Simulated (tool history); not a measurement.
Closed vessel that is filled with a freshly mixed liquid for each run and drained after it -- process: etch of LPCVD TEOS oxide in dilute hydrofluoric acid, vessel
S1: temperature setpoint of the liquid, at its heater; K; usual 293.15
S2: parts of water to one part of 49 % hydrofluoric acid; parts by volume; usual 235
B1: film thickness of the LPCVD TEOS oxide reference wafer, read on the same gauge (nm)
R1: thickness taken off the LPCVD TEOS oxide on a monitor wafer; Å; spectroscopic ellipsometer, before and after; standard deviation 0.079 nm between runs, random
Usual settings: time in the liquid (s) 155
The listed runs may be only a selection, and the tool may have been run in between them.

run 1 hour=0.0 | S1=293.15 S2=235 time_in_the_liquid_(s)=155 | B1=126.47 | R1=208.2
run 2 hour=40.4 | S1=293.15 S2=235 time_in_the_liquid_(s)=155 | B1=126.45 | R1=206.3
run 3 hour=102.1 | S1=293.15 S2=235 time_in_the_liquid_(s)=155 | B1=126.41 | R1=207.7
run 4 hour=143.7 | S1=293.15 S2=235 time_in_the_liquid_(s)=155 | B1=126.40 | R1=209.4
-- hour=167.8 hydrofluoric acid flow meter replaced
run 5 hour=199.3 | S1=293.15 S2=235 time_in_the_liquid_(s)=155 | B1=126.38 | R1=207.7
-- hour=405.6 thermometer replaced
run 6 hour=412.8 | S1=293.15 S2=235 time_in_the_liquid_(s)=155 | B1=126.28 | R1=207.4
run 7 hour=438.3 | S1=293.15 S2=235 time_in_the_liquid_(s)=155 | B1=126.32 | R1=207.6
run 8 hour=484.5 | S1=293.15 S2=235 time_in_the_liquid_(s)=155 | B1=126.28 | R1=208.4
run 9 hour=530.7 | S1=293.15 S2=235 time_in_the_liquid_(s)=155 | B1=126.27 | R1=209.0
run 10 hour=578.9 | S1=293.15 S2=235 time_in_the_liquid_(s)=155 | B1=126.27 | R1=207.3
-- hour=604.9 gauge calibrated
run 11 hour=617.0 | S1=293.15 S2=235 time_in_the_liquid_(s)=155 | B1=130.45 | R1=214.1
run 12 hour=673.0 | S1=293.15 S2=235 time_in_the_liquid_(s)=155 | B1=130.21 | R1=213.6
run 13 hour=717.2 | S1=296.65 S2=160 time_in_the_liquid_(s)=215 | B1=130.02 | R1=535.7
-- hour=744.5 hydrofluoric acid flow meter replaced
run 14 hour=786.5 | S1=293.15 S2=235 time_in_the_liquid_(s)=80 | B1=129.77 | R1=110.7
run 15 hour=827.7 | S1=293.15 S2=270 time_in_the_liquid_(s)=155 | B1=129.65 | R1=180.2
run 16 hour=858.6 | S1=290.65 S2=145 time_in_the_liquid_(s)=155 | B1=129.52 | R1=342.5
run 17 hour=928.1 | S1=293.15 S2=335 time_in_the_liquid_(s)=155 | B1=129.35 | R1=135.7
run 18 hour=964.5 | S1=293.15 S2=235 time_in_the_liquid_(s)=155 | B1=129.21 | R1=212.9
run 19 hour=1027.4 | S1=297.65 S2=315 time_in_the_liquid_(s)=115 | B1=129.02 | R1=128.0
run 20 hour=1069.7 | S1=293.15 S2=310 time_in_the_liquid_(s)=155 | B1=128.94 | R1=151.0
-- hour=1122.4 thermometer replaced
run 21 hour=1122.9 | S1=293.15 S2=235 time_in_the_liquid_(s)=155 | B1=128.80 | R1=210.7
run 22 hour=1177.4 | S1=293.15 S2=235 time_in_the_liquid_(s)=155 | B1=128.68 | R1=212.0
run 23 hour=1218.0 | S1=290.15 S2=235 time_in_the_liquid_(s)=155 | B1=128.59 | R1=188.7
run 24 hour=1271.1 | S1=297.15 S2=350 time_in_the_liquid_(s)=90 | B1=128.48 | R1=85.6
run 25 hour=1319.1 | S1=293.15 S2=235 time_in_the_liquid_(s)=155 | B1=128.39 | R1=210.7
run 26 hour=1344.9 | S1=296.65 S2=125 time_in_the_liquid_(s)=110 | B1=128.35 | R1=362.5
-- hour=1358.9 hydrofluoric acid flow meter replaced
run 27 hour=1506.6 | S1=295.15 S2=290 time_in_the_liquid_(s)=210 | B1=128.09 | R1=236.5
run 28 hour=1556.6 | S1=291.15 S2=320 time_in_the_liquid_(s)=60 | B1=128.04 | R1=51.7
run 29 hour=1729.8 | S1=293.15 S2=235 time_in_the_liquid_(s)=70 | B1=127.86 | R1=94.6
run 30 hour=1779.4 | S1=293.15 S2=160 time_in_the_liquid_(s)=155 | B1=127.81 | R1=332.8
run 31 hour=1814.3 | S1=293.15 S2=235 time_in_the_liquid_(s)=85 | B1=127.75 | R1=115.5
run 32 hour=1874.8 | S1=293.15 S2=165 time_in_the_liquid_(s)=190 | B1=127.71 | R1=393.6
-- hour=1897.2 hydrofluoric acid flow meter replaced
-- hour=1899.2 thermometer replaced
run 33 hour=1906.7 | S1=295.15 S2=345 time_in_the_liquid_(s)=110 | B1=127.72 | R1=98.2

4 ways to go on from here, each from the tool as it stands after run 33. What would each give?
run A hour=1907.4 | S1=293.15 S2=195 time_in_the_liquid_(s)=155 | B1=? | R1=?
run B hour=1907.4 | S1=293.15 S2=155 time_in_the_liquid_(s)=155 | B1=? | R1=?
run C hour=1907.4 | S1=294.65 S2=235 time_in_the_liquid_(s)=155 | B1=? | R1=?
run D hour=1907.4 | S1=293.15 S2=145 time_in_the_liquid_(s)=70 | B1=? | R1=?

run=A B1=127.67 R1=262.8
run=B B1=127.67 R1=344.2
run=C B1=127.67 R1=221.9
run=D B1=127.67 R1=167.9
Had the tool no hidden state, the same runs would have come out as:
run=A R1=267.6
run=B R1=350.5
run=C R1=226.0
run=D R1=171.0
